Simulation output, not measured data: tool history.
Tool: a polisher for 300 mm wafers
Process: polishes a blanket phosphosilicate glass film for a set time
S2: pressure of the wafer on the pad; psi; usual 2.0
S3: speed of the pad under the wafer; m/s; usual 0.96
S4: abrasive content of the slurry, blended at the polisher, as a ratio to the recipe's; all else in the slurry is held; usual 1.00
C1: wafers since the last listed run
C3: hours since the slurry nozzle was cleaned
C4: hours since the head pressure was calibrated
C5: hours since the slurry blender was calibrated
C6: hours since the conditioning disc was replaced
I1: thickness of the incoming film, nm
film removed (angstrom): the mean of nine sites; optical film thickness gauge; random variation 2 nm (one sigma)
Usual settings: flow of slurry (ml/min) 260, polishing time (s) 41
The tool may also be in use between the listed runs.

{"run": 1, "day": 0.0, "flow of slurry (ml/min)": 260, "S2": 2.0, "S3": 0.96, "S4": 1.0, "polishing time (s)": 41, "C1": 0, "wafers polished on this pad": 3075, "C3": 604.1, "C4": 116.9, "C5": 52.6, "C6": 225.5, "I1": 4587.0, "film removed (angstrom)": 2053}
{"run": 2, "day": 1.454, "flow of slurry (ml/min)": 260, "S2": 2.0, "S3": 0.84, "S4": 1.3, "polishing time (s)": 41, "C1": 324, "wafers polished on this pad": 3399, "C3": 639.0, "C4": 151.8, "C5": 87.5, "C6": 260.4, "I1": 4513.2, "film removed (angstrom)": 2111}
{"run": 3, "day": 2.704, "flow of slurry (ml/min)": 260, "S2": 2.0, "S3": 0.96, "S4": 1.0, "polishing time (s)": 41, "C1": 279, "wafers polished on this pad": 3678, "C3": 669.0, "C4": 181.8, "C5": 117.5, "C6": 290.4, "I1": 4655.2, "film removed (angstrom)": 2107}
{"run": 4, "day": 5.046, "flow of slurry (ml/min)": 175, "S2": 2.0, "S3": 0.64, "S4": 1.25, "polishing time (s)": 54, "C1": 522, "wafers polished on this pad": 4201, "C3": 725.2, "C4": 238.0, "C5": 173.7, "C6": 346.6, "I1": 4519.8, "film removed (angstrom)": 2189}
{"day": 5.362, "done": "slurry nozzle cleaned"}
{"run": 5, "day": 6.612, "flow of slurry (ml/min)": 260, "S2": 2.0, "S3": 0.96, "S4": 1.0, "polishing time (s)": 41, "C1": 340, "wafers polished on this pad": 4541, "C3": 30.0, "C4": 275.6, "C5": 211.3, "C6": 384.2, "I1": 4588.6, "film removed (angstrom)": 2124}
{"day": 7.383, "done": "conditioning disc replaced and pad reconditioned"}
{"day": 7.4, "done": "worn pad replaced by a new one"}
{"run": 6, "day": 7.825, "flow of slurry (ml/min)": 310, "S2": 2.7, "S3": 1.08, "S4": 1.1, "polishing time (s)": 41, "C1": 248, "wafers polished on this pad": 94, "C3": 59.1, "C4": 304.7, "C5": 240.4, "C6": 10.6, "I1": 4525.2, "film removed (angstrom)": 3127}
{"run": 7, "day": 8.921, "flow of slurry (ml/min)": 225, "S2": 2.0, "S3": 0.96, "S4": 1.0, "polishing time (s)": 41, "C1": 244, "wafers polished on this pad": 339, "C3": 85.4, "C4": 331.0, "C5": 266.7, "C6": 36.9, "I1": 4625.7, "film removed (angstrom)": 2069}
{"run": 8, "day": 10.333, "flow of slurry (ml/min)": 260, "S2": 1.6, "S3": 0.96, "S4": 0.85, "polishing time (s)": 41, "C1": 315, "wafers polished on this pad": 654, "C3": 119.3, "C4": 364.9, "C5": 300.6, "C6": 70.8, "I1": 4632.7, "film removed (angstrom)": 1661}
{"run": 9, "day": 11.5, "flow of slurry (ml/min)": 260, "S2": 2.0, "S3": 0.96, "S4": 1.1, "polishing time (s)": 48, "C1": 260, "wafers polished on this pad": 915, "C3": 147.3, "C4": 392.9, "C5": 328.6, "C6": 98.8, "I1": 4593.0, "film removed (angstrom)": 2580}
{"run": 10, "day": 13.729, "flow of slurry (ml/min)": 260, "S2": 2.0, "S3": 0.96, "S4": 1.0, "polishing time (s)": 41, "C1": 497, "wafers polished on this pad": 1412, "C3": 200.8, "C4": 446.4, "C5": 382.1, "C6": 152.3, "I1": 4608.9, "film removed (angstrom)": 2080}
{"day": 14.617, "done": "slurry blender recalibrated"}
{"run": 11, "day": 15.246, "flow of slurry (ml/min)": 205, "S2": 2.0, "S3": 0.96, "S4": 1.0, "polishing time (s)": 37, "C1": 319, "wafers polished on this pad": 1732, "C3": 237.2, "C4": 482.8, "C5": 15.1, "C6": 188.7, "I1": 4586.1, "film removed (angstrom)": 1834}
{"run": 12, "day": 17.767, "flow of slurry (ml/min)": 305, "S2": 2.0, "S3": 0.96, "S4": 1.0, "polishing time (s)": 41, "C1": 562, "wafers polished on this pad": 2295, "C3": 297.7, "C4": 543.3, "C5": 75.6, "C6": 249.2, "I1": 4659.6, "film removed (angstrom)": 2130}
{"run": 13, "day": 19.588, "flow of slurry (ml/min)": 210, "S2": 2.0, "S3": 1.3, "S4": 1.0, "polishing time (s)": 41, "C1": 406, "wafers polished on this pad": 2701, "C3": 341.4, "C4": 587.0, "C5": 119.3, "C6": 292.9, "I1": 4598.4, "film removed (angstrom)": 2544}
{"run": 14, "day": 21.988, "flow of slurry (ml/min)": 260, "S2": 2.0, "S3": 0.7, "S4": 1.0, "polishing time (s)": 29, "C1": 535, "wafers polished on this pad": 3237, "C3": 399.0, "C4": 644.6, "C5": 176.9, "C6": 350.5, "I1": 4651.0, "film removed (angstrom)": 1216}
{"run": 15, "day": 23.367, "flow of slurry (ml/min)": 260, "S2": 2.3, "S3": 1.24, "S4": 1.0, "polishing time (s)": 41, "C1": 307, "wafers polished on this pad": 3545, "C3": 432.1, "C4": 677.7, "C5": 210.0, "C6": 383.6, "I1": 4580.3, "film removed (angstrom)": 2821}
{"run": 16, "day": 25.679, "flow of slurry (ml/min)": 260, "S2": 1.6, "S3": 0.96, "S4": 1.0, "polishing time (s)": 41, "C1": 516, "wafers polished on this pad": 4061, "C3": 487.6, "C4": 733.2, "C5": 265.5, "C6": 439.1, "I1": 4642.0, "film removed (angstrom)": 1721}
{"day": 26.638, "done": "conditioning disc replaced and pad reconditioned"}
{"run": 17, "day": 27.212, "flow of slurry (ml/min)": 260, "S2": 1.5, "S3": 1.22, "S4": 1.0, "polishing time (s)": 41, "C1": 323, "wafers polished on this pad": 4385, "C3": 524.4, "C4": 770.0, "C5": 302.3, "C6": 13.8, "I1": 4577.8, "film removed (angstrom)": 1955}
{"day": 27.8, "done": "worn pad replaced by a new one"}
{"day": 28.717, "done": "slurry nozzle cleaned"}
{"run": 18, "day": 30.096, "flow of slurry (ml/min)": 230, "S2": 2.0, "S3": 0.96, "S4": 1.0, "polishing time (s)": 29, "C1": 597, "wafers polished on this pad": 503, "C3": 33.1, "C4": 839.2, "C5": 371.5, "C6": 83.0, "I1": 4608.2, "film removed (angstrom)": 1469}
{"run": 19, "day": 32.479, "flow of slurry (ml/min)": 260, "S2": 2.0, "S3": 0.96, "S4": 1.0, "polishing time (s)": 41, "C1": 531, "wafers polished on this pad": 1035, "C3": 90.3, "C4": 896.4, "C5": 428.7, "C6": 140.2, "I1": 4597.2, "film removed (angstrom)": 2104}
{"day": 33.758, "done": "slurry blender recalibrated"}
{"run": 20, "day": 34.208, "flow of slurry (ml/min)": 260, "S2": 2.4, "S3": 1.08, "S4": 1.0, "polishing time (s)": 37, "C1": 367, "wafers polished on this pad": 1402, "C3": 131.8, "C4": 937.9, "C5": 10.8, "C6": 181.7, "I1": 4626.9, "film removed (angstrom)": 2386}
{"run": 21, "day": 35.392, "flow of slurry (ml/min)": 260, "S2": 2.0, "S3": 0.64, "S4": 1.0, "polishing time (s)": 41, "C1": 264, "wafers polished on this pad": 1666, "C3": 160.2, "C4": 966.3, "C5": 39.2, "C6": 210.1, "I1": 4585.7, "film removed (angstrom)": 1593}
{"run": 22, "day": 37.85, "flow of slurry (ml/min)": 260, "S2": 2.0, "S3": 0.96, "S4": 1.0, "polishing time (s)": 41, "C1": 548, "wafers polished on this pad": 2215, "C3": 219.2, "C4": 1025.3, "C5": 98.2, "C6": 269.1, "I1": 4614.2, "film removed (angstrom)": 2067}
{"run": 23, "day": 40.642, "flow of slurry (ml/min)": 260, "S2": 2.0, "S3": 0.96, "S4": 1.0, "polishing time (s)": 41, "C1": 623, "wafers polished on this pad": 2838, "C3": 286.2, "C4": 1092.3, "C5": 165.2, "C6": 336.1, "I1": 4637.1, "film removed (angstrom)": 2129}
{"run": 24, "day": 42.108, "flow of slurry (ml/min)": 260, "S2": 2.3, "S3": 1.14, "S4": 0.7, "polishing time (s)": 49, "C1": 327, "wafers polished on this pad": 3166, "C3": 321.4, "C4": 1127.5, "C5": 200.4, "C6": 371.3, "I1": 4689.8, "film removed (angstrom)": 2793}
{"run": 25, "day": 43.571, "flow of slurry (ml/min)": 305, "S2": 2.0, "S3": 1.24, "S4": 1.0, "polishing time (s)": 32, "C1": 326, "wafers polished on this pad": 3492, "C3": 356.5, "C4": 1162.6, "C5": 235.5, "C6": 406.4, "I1": 4574.5, "film removed (angstrom)": 1982}

Forecast each of these 5 alternatives for the next run:
{"run": "A", "day": 43.588, "flow of slurry (ml/min)": 260, "S2": 2.0, "S3": 0.96, "S4": 1.0, "polishing time (s)": 41, "C1": 3, "wafers polished on this pad": 3496, "C3": 356.9, "C4": 1163.0, "C5": 235.9, "C6": 406.8, "I1": 4621.8, "film removed (angstrom)": "?"}
{"run": "B", "day": 43.588, "flow of slurry (ml/min)": 260, "S2": 2.0, "S3": 0.96, "S4": 0.9, "polishing time (s)": 41, "C1": 3, "wafers polished on this pad": 3496, "C3": 356.9, "C4": 1163.0, "C5": 235.9, "C6": 406.8, "I1": 4621.8, "film removed (angstrom)": "?"}
{"run": "C", "day": 43.588, "flow of slurry (ml/min)": 300, "S2": 2.0, "S3": 1.26, "S4": 1.0, "polishing time (s)": 32, "C1": 3, "wafers polished on this pad": 3496, "C3": 356.9, "C4": 1163.0, "C5": 235.9, "C6": 406.8, "I1": 4621.8, "film removed (angstrom)": "?"}
{"run": "D", "day": 43.588, "flow of slurry (ml/min)": 235, "S2": 2.0, "S3": 1.1, "S4": 1.0, "polishing time (s)": 54, "C1": 3, "wafers polished on this pad": 3496, "C3": 356.9, "C4": 1163.0, "C5": 235.9, "C6": 406.8, "I1": 4621.8, "film removed (angstrom)": "?"}
{"run": "E", "day": 43.588, "flow of slurry (ml/min)": 260, "S2": 1.8, "S3": 0.82, "S4": 0.7, "polishing time (s)": 41, "C1": 3, "wafers polished on this pad": 3496, "C3": 356.9, "C4": 1163.0, "C5": 235.9, "C6": 406.8, "I1": 4621.8, "film removed (angstrom)": "?"}

run=A film_removed_(angstrom)=2113
run=B film_removed_(angstrom)=2026
run=C film_removed_(angstrom)=2013
run=D film_removed_(angstrom)=3012
run=E film_removed_(angstrom)=1507
Without the tool's hidden state the same runs would have given:
run=A film_removed_(angstrom)=2113
run=B film_removed_(angstrom)=2026
run=C film_removed_(angstrom)=2013
run=D film_removed_(angstrom)=3012
run=E film_removed_(angstrom)=1507
